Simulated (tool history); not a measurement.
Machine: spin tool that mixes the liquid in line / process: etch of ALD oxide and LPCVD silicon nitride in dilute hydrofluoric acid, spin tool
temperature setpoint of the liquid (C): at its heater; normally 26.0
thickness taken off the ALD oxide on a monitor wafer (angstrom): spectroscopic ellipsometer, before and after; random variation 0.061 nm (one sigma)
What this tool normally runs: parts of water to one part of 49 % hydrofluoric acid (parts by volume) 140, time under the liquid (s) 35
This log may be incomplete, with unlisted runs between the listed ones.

| run | hour | temperature setpoint of the liquid (C) | parts of water to one part of 49 % hydrofluoric acid (parts by volume) | time under the liquid (s) | read-back film thickness of the ALD oxide reference wafer, read on the same gauge (nm) | thickness taken off the ALD oxide on a monitor wafer (angstrom) |
|---|---|---|---|---|---|---|
| 1 | 0.0 | 26.0 | 185 | 45 | 40.04 | 62.9 |
| 2 | 22.3 | 26.0 | 140 | 35 | 39.99 | 69.2 |
| 3 | 49.3 | 26.0 | 140 | 35 | 40.03 | 68.1 |
| 4 | 73.9 | 26.0 | 140 | 35 | 40.04 | 68.4 |
| 5 | 108.7 | 26.0 | 140 | 50 | 40.00 | 99.3 |
| 6 | 129.2 | 26.0 | 140 | 35 | 39.98 | 67.6 |
| 7 | 155.1 | 26.0 | 175 | 35 | 40.01 | 53.0 |
| 8 | 178.9 | 26.0 | 140 | 35 | 40.00 | 68.9 |
| 9 | 205.4 | 26.0 | 140 | 35 | 40.04 | 68.3 |
| 10 | 243.9 | 26.0 | 140 | 35 | 40.02 | 67.5 |
| 11 | 274.6 | 26.0 | 190 | 45 | 40.03 | 60.2 |
|  | 281.3 | hydrofluoric acid flow meter replaced |
| 12 | 306.9 | 26.0 | 140 | 35 | 40.05 | 67.7 |
| 13 | 319.6 | 29.5 | 200 | 45 | 40.01 | 65.2 |
| 14 | 342.1 | 24.5 | 165 | 45 | 39.97 | 68.2 |
|  | 345.2 | thermometer replaced |
|  | 366.1 | gauge calibrated |
| 15 | 375.8 | 30.5 | 180 | 35 | 39.98 | 59.7 |
| 16 | 399.6 | 26.0 | 140 | 35 | 39.99 | 67.6 |
| 17 | 420.2 | 26.0 | 190 | 35 | 40.00 | 48.0 |
| 18 | 432.6 | 30.5 | 200 | 15 | 40.02 | 22.4 |
| 19 | 464.6 | 26.0 | 140 | 35 | 40.02 | 68.6 |
| 20 | 492.0 | 29.5 | 185 | 20 | 39.99 | 31.8 |
| 21 | 509.9 | 26.0 | 140 | 35 | 39.99 | 69.6 |
| 22 | 525.4 | 26.0 | 185 | 45 | 40.05 | 63.1 |
| 23 | 546.4 | 30.0 | 75 | 55 | 40.02 | 252.1 |
| 24 | 569.8 | 26.0 | 140 | 35 | 40.02 | 68.7 |
| 25 | 605.4 | 28.0 | 195 | 25 | 40.00 | 35.3 |
| 26 | 640.9 | 30.5 | 140 | 25 | 39.99 | 57.6 |

Exercise: give the hidden state of the tool at every run:
liquid hotter than its thermometer reads (K): 0 on each run
hydrofluoric acid flow below the setpoint (%): 0 on each run
gauge reads high (%): 0 on each run
